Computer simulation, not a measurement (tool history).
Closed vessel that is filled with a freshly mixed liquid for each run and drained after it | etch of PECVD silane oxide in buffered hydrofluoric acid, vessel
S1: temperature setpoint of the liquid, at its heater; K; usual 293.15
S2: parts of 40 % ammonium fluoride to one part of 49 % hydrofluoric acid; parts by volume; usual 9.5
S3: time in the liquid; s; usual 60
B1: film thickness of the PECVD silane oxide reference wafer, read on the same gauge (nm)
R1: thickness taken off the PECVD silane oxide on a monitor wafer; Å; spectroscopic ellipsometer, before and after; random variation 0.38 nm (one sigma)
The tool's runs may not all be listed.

run	day	S1	S2	S3	B1	R1
1	0.000	293.15	9.5	60	70.01	1133.3
2	3.242	293.15	9.5	60	70.01	1139.7
3	5.408	293.15	9.5	60	69.99	1134.6
4	9.888	293.15	9.5	60	70.00	1128.6
5	13.925	293.15	9.5	60	70.00	1135.6
6	16.754	293.15	9.5	45	70.00	849.3
7	18.258	295.65	9.5	85	69.99	1850.1
8	22.004	295.65	9.5	85	70.01	1839.3
9	23.938	293.15	9.5	50	69.99	945.0
10	26.812	293.15	9.5	50	70.00	945.9
11	28.796	293.15	8.0	60	69.99	1310.2
12	32.175	293.15	9.5	60	69.99	1128.4
13	34.617	293.15	9.5	60	70.01	1128.1
14	36.467	293.15	9.5	60	70.02	1127.5
15	40.233	293.15	9.5	60	69.99	1124.6
16	44.617	293.15	6.0	60	69.99	1745.0
17	49.067	293.15	6.0	60	70.00	1731.6
18	53.558	290.15	6.0	60	69.99	1456.1
# day 56.167: hydrofluoric acid flow meter replaced
19	56.388	293.15	9.5	60	69.97	1149.6
20	58.633	293.15	9.5	60	70.02	1150.1
# day 60.071: thermometer replaced
21	61.775	291.15	6.5	60	70.01	1474.0
22	64.771	291.65	13.0	45	69.99	586.5
# day 65.508: gauge calibrated
23	67.254	290.15	11.5	60	70.01	811.7
24	69.758	293.15	9.5	60	70.02	1128.9
25	73.967	291.15	11.5	85	70.01	1215.7
26	78.392	293.15	9.5	60	70.01	1136.8
27	81.162	293.15	8.5	95	70.00	1962.2
28	82.696	291.15	6.0	80	70.01	2085.7
29	85.292	290.65	8.0	35	70.01	673.5
30	87.208	290.65	6.0	70	70.00	1782.1
31	90.225	291.65	8.5	60	70.01	1137.9
32	97.350	293.15	9.5	60	70.00	1137.5

What the log doesn't show, run by run:
liquid colder than its thermometer reads (K): 0 in every run
gauge reads high (%): 0 in every run
H1: hydrofluoric acid flow below the setpoint (%)
run	H1
1	0.612
2	0.742
3	0.83
4	1.01
5	1.17
6	1.29
7	1.35
8	1.5
9	1.58
10	1.69
11	1.77
12	1.91
13	2.01
14	2.08
15	2.23
16	2.41
17	2.59
18	2.77
19	0.0317
20	0.122
21	0.249
22	0.37
23	0.47
24	0.571
25	0.74
26	0.919
27	1.03
28	1.09
29	1.2
30	1.27
31	1.4
32	1.68
